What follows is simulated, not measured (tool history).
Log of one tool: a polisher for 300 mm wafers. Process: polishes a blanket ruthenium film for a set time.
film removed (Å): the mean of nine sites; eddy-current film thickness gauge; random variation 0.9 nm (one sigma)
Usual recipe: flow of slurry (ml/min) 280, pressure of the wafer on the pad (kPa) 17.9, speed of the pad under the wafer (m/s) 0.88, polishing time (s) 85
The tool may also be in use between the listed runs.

run    hour  flow of slurry (ml/min)  pressure of the wafer on the pad (kPa)  speed of the pad under the wafer (m/s)  polishing time (s)  wafers since the last listed run  wafers polished on this pad  hours since the slurry nozzle was cleaned  hours since the head pressure was calibrated  incoming thickness of the incoming film, nm  film removed (Å)
  1       0                      250                                    17.9                                    0.88                  85                                 0                         5340                                      168.7                                           254                                        500.4              1169
       15.4  -- worn pad replaced by a new one
  2    91.9                      250                                    17.9                                    0.88                  85                               781                          680                                      260.6                                         345.9                                          500              1268
  3   149.5                      280                                    17.9                                    0.88                  85                               512                         1192                                      318.2                                         403.5                                        495.9              1297
  4   199.4                      280                                    14.5                                    0.88                  85                               443                         1636                                      368.1                                         453.4                                        491.4              1039
  5   273.2                      280                                    14.5                                    0.88                  85                               656                         2293                                      441.9                                         527.2                                        496.8              1027
        282  -- head pressure recalibrated
  6     370                      280                                    14.5                                    0.88                  85                               843                         3136                                      538.7                                            88                                        496.6              1012
  7   434.7                      280                                    17.9                                    0.88                  85                               575                         3712                                      603.4                                         152.7                                        499.8              1229
  8   485.5                      280                                    17.9                                    0.88                  85                               451                         4163                                      654.2                                         203.5                                          500              1225
      519.6  -- slurry nozzle cleaned
  9   530.6                      280                                    17.9                                    0.88                  85                               392                         4556                                         11                                         248.6                                        503.1              1213
 10   606.4                      280                                    15.2                                    0.98                  85                               674                         5230                                       86.8                                         324.4                                        496.7              1100
 11   684.8                      280                                    15.2                                    0.98                  85                               697                         5927                                      165.2                                         402.8                                        495.1              1069
      707.4  -- worn pad replaced by a new one
 12   785.9                      220                                    17.9                                    0.88                  85                               863                          698                                      266.3                                         503.9                                        503.9              1243
      868.4  -- head pressure recalibrated
 13   875.7                      220                                    17.9                                    0.88                  85                               781                         1479                                      356.1                                           7.3                                        509.3              1233
 14   941.9                      220                                    17.9                                    0.88                  85                               588                         2068                                      422.3                                          73.5                                        499.5              1229
 15    1004                      280                                    17.9                                    0.88                  85                               552                         2620                                      484.4                                         135.6                                        499.4              1259
 16  1094.2                      215                                    22.8                                    1.14                  67                               802                         3422                                      574.6                                         225.8                                        501.9              1512
 17  1190.8                      280                                    15.2                                    0.98                  85                               859                         4282                                      671.2                                         322.4                                        501.9              1133
     1195.8  -- slurry nozzle cleaned
 18  1228.4                      315                                    12.4                                    1.14                  85                               325                         4607                                       32.6                                           360                                          502              1040
 19    1268                      280                                    17.9                                    0.88                  85                               352                         4960                                       72.2                                         399.6                                        505.3              1190
 20  1346.9                      185                                    17.9                                    0.88                  85                               701                         5662                                      151.1                                         478.5                                        504.3              1132
     1376.5  -- worn pad replaced by a new one
 21  1408.6                      280                                    17.9                                    0.88                  85                               513                          285                                      212.8                                         540.2                                        498.7              1282
 22  1511.7                      280                                    17.9                                    0.88                  85                               917                         1203                                      315.9                                         643.3                                          503              1283
     1555.8  -- head pressure recalibrated
 23  1566.2                      365                                    21.4                                    0.78                  85                               467                         1670                                      370.4                                          10.4                                        504.4              1414
 24  1670.4                      280                                    21.4                                    0.88                  85                               926                         2597                                      474.6                                         114.6                                        492.4              1492
 25  1736.2                      180                                    17.9                                     0.8                  85                               585                         3182                                      540.4                                         180.4                                        503.9              1100
 26  1798.1                      280                                    17.9                                    1.02                  56                               550                         3733                                      602.3                                         242.3                                        501.7               926
     1818.5  -- slurry nozzle cleaned
 27  1875.5                      280                                    17.9                                    0.88                  60                               679                         4412                                         57                                         319.7                                        493.2               858
     1902.5  -- worn pad replaced by a new one
 28  1982.6                      280                                    17.9                                    0.88                  57                               917                          712                                      164.1                                         426.8                                        499.2               844
 29  2019.3                      280                                    17.9                                    1.06                  85                               326                         1038                                      200.8                                         463.5                                          501              1479
 30  2086.8                      380                                    12.4                                    1.06                 101                               600                         1639                                      268.3                                           531                                        503.6              1233
 31  2152.8                      280                                    17.9                                    0.88                  85                               587                         2226                                      334.3                                           597                                        496.3              1271
       2182  -- head pressure recalibrated
 32  2235.4                      280                                    17.9                                    0.88                  85                               717                         2943                                      416.9                                          53.4                                        502.6              1233
 33  2283.5                      280                                    17.9                                    0.88                  85                               427                         3371                                        465                                         101.5                                        504.8              1247
 34  2354.2                      280                                    17.9                                    0.62                 101                               628                         4000                                      535.7                                         172.2                                        490.9              1104
     2372.5  -- slurry nozzle cleaned
 35  2410.6                      195                                      20                                    0.88                  85                               492                         4493                                       38.1                                         228.6                                        505.1              1287
     2471.9  -- worn pad replaced by a new one
 36  2656.6                      365                                    21.4                                    0.78                  85                              2152                         1642                                      284.1                                         474.6                                          498              1400
 37  2735.8                      205                                    12.4                                    0.72                  68                               704                         2347                                      363.3                                         553.8                                          500               577

Some steps in film removed (Å), run to run, broken into two amounts with sign: the step expected even without the hidden condition (settings, incoming material, random variation), and the rest, left for the hidden condition together with whatever gauge scatter is not in both the measured and the hidden-condition-free result:
The hidden state here: removal rate lost through wear of the pad, %; slurry flow missing at the pad, %; deviation of the head's pressure from its setpoint, %.
Run 1 -> 2: worn pad replaced by a new one. film removed (Å) +99: hidden state +108, all else -9.
Run 11 -> 12: flow of slurry (ml/min) 280 -> 220, pressure of the wafer on the pad (kPa) 15.2 -> 17.9, speed of the pad under the wafer (m/s) 0.98 -> 0.88, worn pad replaced by a new one. film removed (Å) +174: hidden state +99, all else +75.
Run 20 -> 21: flow of slurry (ml/min) 185 -> 280, worn pad replaced by a new one. film removed (Å) +150: hidden state +103, all else +47.
Run 24 -> 25: flow of slurry (ml/min) 280 -> 180, pressure of the wafer on the pad (kPa) 21.4 -> 17.9, speed of the pad under the wafer (m/s) 0.88 -> 0.8. film removed (Å) -392: hidden state -2, all else -390.
Run 28 -> 29: speed of the pad under the wafer (m/s) 0.88 -> 1.06, polishing time (s) 57 -> 85. film removed (Å) +635: hidden state -8, all else +643.
Run 36 -> 37: flow of slurry (ml/min) 365 -> 205, pressure of the wafer on the pad (kPa) 21.4 -> 12.4, speed of the pad under the wafer (m/s) 0.78 -> 0.72, polishing time (s) 85 -> 68. film removed (Å) -823: hidden state +5, all else -828.

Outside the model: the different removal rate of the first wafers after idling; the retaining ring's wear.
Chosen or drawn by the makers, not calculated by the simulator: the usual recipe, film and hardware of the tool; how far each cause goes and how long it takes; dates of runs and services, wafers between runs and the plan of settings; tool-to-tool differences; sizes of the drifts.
